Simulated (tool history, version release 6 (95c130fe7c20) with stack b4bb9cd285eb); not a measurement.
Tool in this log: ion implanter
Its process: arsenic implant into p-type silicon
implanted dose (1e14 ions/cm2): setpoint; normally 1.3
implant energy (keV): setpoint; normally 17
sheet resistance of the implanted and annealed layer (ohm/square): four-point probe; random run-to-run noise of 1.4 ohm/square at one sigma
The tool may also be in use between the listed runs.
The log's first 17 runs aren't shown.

| run | hour | implanted dose (1e14 ions/cm2) | implant energy (keV) | wafers since the last listed run | hours since the last dose calibration | hours since the extraction supply was calibrated | hours since the gauge calibration | read-back reference wafer on the same gauge, sheet resistance | sheet resistance of the implanted and annealed layer (ohm/square) |
|---|---|---|---|---|---|---|---|---|---|
|  | 817.8 | Faraday cup replaced and dose calibrated, repeated, since the last time left the tool worse |
| 18 | 977.6 | 1.06 | 15 | 2977 | 159.8 | 6512.7 | 617 | 627.86 | 666.45 |
|  | 989.7 | extraction supply calibrated |
| 19 | 1031.2 | 1.3 | 17 | 815 | 213.4 | 41.5 | 670.6 | 627.77 | 565.33 |
| 20 | 1076.5 | 1.3 | 17 | 810 | 258.7 | 86.8 | 715.9 | 628.18 | 567.02 |
| 21 | 1122.8 | 1.3 | 19 | 828 | 305 | 133.1 | 762.2 | 627.96 | 556.08 |
| 22 | 1154.7 | 1.2 | 14 | 570 | 336.9 | 165 | 794.1 | 627.93 | 616.91 |
| 23 | 1194.7 | 1.3 | 17 | 715 | 376.9 | 205 | 834.1 | 627.95 | 570.14 |
| 24 | 1244 | 0.94 | 13.5 | 882 | 426.2 | 254.3 | 883.4 | 627.53 | 745.94 |
| 25 | 1293 | 1.68 | 17 | 876 | 475.2 | 303.3 | 932.4 | 627.94 | 468.34 |
| 26 | 1358.9 | 1.3 | 17 | 1179 | 541.1 | 369.2 | 998.3 | 628.13 | 567.53 |
| 27 | 1420.9 | 1.5 | 21 | 1109 | 603.1 | 431.2 | 1060.3 | 627.43 | 496.32 |
| 28 | 1474.1 | 1.19 | 12.5 | 951 | 656.3 | 484.4 | 1113.5 | 627.4 | 631.82 |
| 29 | 1510 | 1.3 | 17 | 642 | 692.2 | 520.3 | 1149.4 | 627.49 | 570.07 |
| 30 | 1571.5 | 1.08 | 14.5 | 1100 | 753.7 | 581.8 | 1210.9 | 627.51 | 668.4 |
| 31 | 1602.2 | 1.09 | 13.5 | 549 | 784.4 | 612.5 | 1241.6 | 627.9 | 670.43 |
| 32 | 1742.7 | 1.11 | 15 | 2513 | 924.9 | 753 | 1382.1 | 628.37 | 656.61 |
| 33 | 1778 | 1.3 | 17 | 631 | 960.2 | 788.3 | 1417.4 | 627.87 | 573.18 |
| 34 | 1803.1 | 1.16 | 18.5 | 449 | 985.3 | 813.4 | 1442.5 | 628.16 | 614.47 |
| 35 | 1874.7 | 1.3 | 17 | 1281 | 1056.9 | 885 | 1514.1 | 627.94 | 572.02 |
| 36 | 1928.9 | 1.3 | 22 | 969 | 1111.1 | 939.2 | 1568.3 | 627.69 | 553.32 |

Alternative continuations, all from the tool just after run 36; predict every row:
| A | 1929.3 | 1.05 | 17 | 7 | 1111.5 | 939.6 | 1568.7 | ? | ? |
| B | 1929.3 | 1.3 | 22.5 | 7 | 1111.5 | 939.6 | 1568.7 | ? | ? |
| C | 1929.3 | 1.11 | 21 | 7 | 1111.5 | 939.6 | 1568.7 | ? | ? |
| D | 1929.3 | 1.17 | 12.5 | 7 | 1111.5 | 939.6 | 1568.7 | ? | ? |
| E | 1929.3 | 1.61 | 13.5 | 7 | 1111.5 | 939.6 | 1568.7 | ? | ? |

| run | read-back reference wafer on the same gauge, sheet resistance | sheet resistance of the implanted and annealed layer (ohm/square) |
|---|---|---|
| A | 627.93 | 669.95 |
| B | 627.93 | 550.11 |
| C | 627.93 | 622.53 |
| D | 627.93 | 646.47 |
| E | 627.93 | 503.47 |
With the hidden condition removed and each run's random variation left untouched, the same runs would have given:
| run | sheet resistance of the implanted and annealed layer (ohm/square) |
|---|---|
| A | 657.61 |
| B | 539.92 |
| C | 611.18 |
| D | 634.06 |
| E | 493.54 |

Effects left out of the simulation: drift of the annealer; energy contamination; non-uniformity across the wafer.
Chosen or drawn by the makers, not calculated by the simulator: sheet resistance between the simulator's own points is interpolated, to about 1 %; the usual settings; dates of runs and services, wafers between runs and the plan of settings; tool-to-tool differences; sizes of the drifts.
